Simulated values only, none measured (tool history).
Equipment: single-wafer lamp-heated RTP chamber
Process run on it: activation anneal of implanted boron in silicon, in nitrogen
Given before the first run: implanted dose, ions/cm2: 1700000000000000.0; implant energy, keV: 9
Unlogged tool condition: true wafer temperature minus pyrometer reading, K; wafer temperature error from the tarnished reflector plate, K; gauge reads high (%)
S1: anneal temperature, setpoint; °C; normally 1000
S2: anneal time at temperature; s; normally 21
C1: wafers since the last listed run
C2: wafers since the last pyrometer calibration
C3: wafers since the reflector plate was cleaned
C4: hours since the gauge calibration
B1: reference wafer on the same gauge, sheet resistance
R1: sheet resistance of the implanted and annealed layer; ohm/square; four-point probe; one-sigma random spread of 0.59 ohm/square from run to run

run	day	S1	S2	C1	C2	C3	C4	B1	R1
1	0	1000	16	0	37	3994	207.2	93.83	98.48
2	1.533	1000	16	760	797	4754	244	94.04	99.26
3	3.25	1000	16	850	1648	5605	285.2	94.06	97.72
4	4.292	989	13	516	2165	6121	310.2	93.73	102.3
5	6.521	989	13	1104	3270	7226	363.7	94.03	101.74
# day 8.05: reflector plate cleaned
6	8.071	1000	21	603	3873	10	400.9	93.74	97.03
7	10.012	1000	21	962	4835	972	447.5	94	95.46
8	12.208	1000	21	1088	5924	2061	500.2	94.04	94.16
# day 13.7: gauge calibrated
9	14.754	1000	21	1261	7186	3323	25.3	94.27	93.55
10	16.883	1000	21	1055	8241	4378	76.4	93.92	92.31
# day 17.608: pyrometer window cleaned and pyrometer calibrated
11	18.904	1000	21	836	641	5215	124.9	94.02	95.96
12	20.358	1000	21	720	1362	5935	159.8	94.06	95.66
13	21.75	979	31	689	2052	6625	193.2	94.05	101.21
14	24.042	1000	32	1135	3188	7761	248.2	94.13	91.81
15	25.633	1000	21	788	3977	8550	286.4	94.02	93.72
# day 28.167: reflector plate cleaned
16	28.188	1019	11	1100	5078	9	347.7	94	94.21
17	29.638	1000	29	718	5797	728	382.5	94.08	92.71
18	31.717	978	14	1030	6827	1759	432.4	93.77	107.96
19	32.846	1000	21	559	7387	2319	459.5	94.01	94.14
20	34.354	991	21	747	8135	3066	495.7	94.06	95.94
21	35.654	1000	11	644	8779	3711	526.9	93.97	97.02
# day 36.108: pyrometer window cleaned and pyrometer calibrated
22	37.267	1000	21	634	573	4345	565.6	93.99	97.48
# day 38.671: gauge calibrated
23	39.829	1000	14	1270	1843	5615	27.8	93.93	98.69
24	42.383	1000	21	1266	3109	6881	89.1	94.32	95.87

Consider 3 possible next runs. They are alternatives, not a sequence: every one starts from the tool as it was left by run 24. What does each give?
A	42.4	1000	28	8	3118	6889	89.5	?	?
B	42.4	970	21	8	3118	6889	89.5	?	?
C	42.4	984	13	8	3118	6889	89.5	?	?

run	B1	R1
A	94.17	94.54
B	94.17	111.44
C	94.17	107.32
Stripped of hidden state, with their random variation kept, the same runs would have yielded:
run	R1
A	100.02
B	121.11
C	115.1
